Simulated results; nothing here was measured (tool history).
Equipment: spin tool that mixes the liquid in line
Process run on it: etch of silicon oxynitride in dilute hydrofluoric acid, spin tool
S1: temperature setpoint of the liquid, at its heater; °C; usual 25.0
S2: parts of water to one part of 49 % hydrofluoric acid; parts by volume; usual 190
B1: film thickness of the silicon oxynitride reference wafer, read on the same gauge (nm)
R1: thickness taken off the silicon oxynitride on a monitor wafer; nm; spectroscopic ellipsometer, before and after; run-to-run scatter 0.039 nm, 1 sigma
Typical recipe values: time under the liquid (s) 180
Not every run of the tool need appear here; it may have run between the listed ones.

Run 1, hour 0.0: usual settings; B1 99.972. Result: R1 2.193 nm.
Run 2, hour 87.1: usual settings; B1 100.012. Result: R1 2.226 nm.
Run 3, hour 174.7: usual settings; B1 100.022. Result: R1 2.190 nm.
Run 4, hour 223.8: usual settings; B1 100.031. Result: R1 2.277 nm.
Run 5, hour 513.6: usual settings; B1 100.029. Result: R1 2.236 nm.
At hour 791.1: hydrofluoric acid flow meter replaced.
Run 6, hour 832.5: usual settings; B1 100.044. Result: R1 2.239 nm.
Run 7, hour 899.0: usual settings; B1 99.981. Result: R1 2.286 nm.
Run 8, hour 981.2: usual settings; B1 100.001. Result: R1 2.277 nm.
Run 9, hour 1060.5: usual settings; B1 99.961. Result: R1 2.221 nm.
Run 10, hour 1123.5: usual settings; B1 100.018. Result: R1 2.206 nm.
Run 11, hour 1195.3: usual settings; B1 100.035. Result: R1 2.182 nm.
Run 12, hour 1291.6: usual settings but S1 28.5 °C, S2 130 parts by volume; B1 100.004. Result: R1 4.086 nm.
At hour 1297.7: thermometer replaced.
At hour 1347.4: gauge calibrated.
Run 13, hour 1399.6: usual settings but S1 27.5 °C, S2 105 parts by volume, time under the liquid (s) 280; B1 100.039. Result: R1 7.513 nm.
Run 14, hour 1450.9: usual settings but time under the liquid (s) 150; B1 100.008. Result: R1 1.889 nm.
Run 15, hour 1522.7: usual settings; B1 100.032. Result: R1 2.236 nm.
Run 16, hour 1562.8: usual settings; B1 99.965. Result: R1 2.189 nm.
Run 17, hour 1600.7: usual settings but S1 23.0 °C, S2 235 parts by volume; B1 100.040. Result: R1 1.580 nm.
Run 18, hour 1669.0: usual settings; B1 99.994. Result: R1 2.234 nm.
Run 19, hour 1713.7: usual settings but S2 110 parts by volume; B1 100.008. Result: R1 4.192 nm.
Run 20, hour 1790.9: usual settings but S1 27.5 °C, S2 105 parts by volume, time under the liquid (s) 280; B1 100.019. Result: R1 7.796 nm.
Run 21, hour 1883.9: usual settings; B1 99.985. Result: R1 2.168 nm.
Run 22, hour 1929.1: usual settings but time under the liquid (s) 135; B1 99.994. Result: R1 1.683 nm.
Run 23, hour 1986.3: usual settings but S1 28.0 °C, S2 110 parts by volume, time under the liquid (s) 85; B1 100.049. Result: R1 2.233 nm.
Run 24, hour 2058.2: usual settings but S1 26.5 °C, S2 105 parts by volume, time under the liquid (s) 140; B1 100.006. Result: R1 3.607 nm.
Run 25, hour 2146.9: usual settings but S1 21.0 °C, S2 145 parts by volume, time under the liquid (s) 225; B1 99.995. Result: R1 3.130 nm.

4 options for the next run, each taken on its own from the tool as it stands now. Forecast them:
Run A, hour 2147.4: usual settings but S1 20.5 °C; B1 ?. Result: R1 ?.
Run B, hour 2147.4: usual settings but S1 26.5 °C, S2 250 parts by volume, time under the liquid (s) 125; B1 ?. Result: R1 ?.
Run C, hour 2147.4: usual settings but S1 20.0 °C, time under the liquid (s) 125; B1 ?. Result: R1 ?.
Run D, hour 2147.4: usual settings but S1 22.0 °C, time under the liquid (s) 285; B1 ?. Result: R1 ?.

run      B1     R1
  A  99.987  1.772
  B  99.987  1.169
  C  99.987  1.203
  D  99.987  3.007
Had the tool no hidden state, the same runs would have come out as:
run     R1
  A  1.772
  B  1.169
  C  1.203
  D  3.007
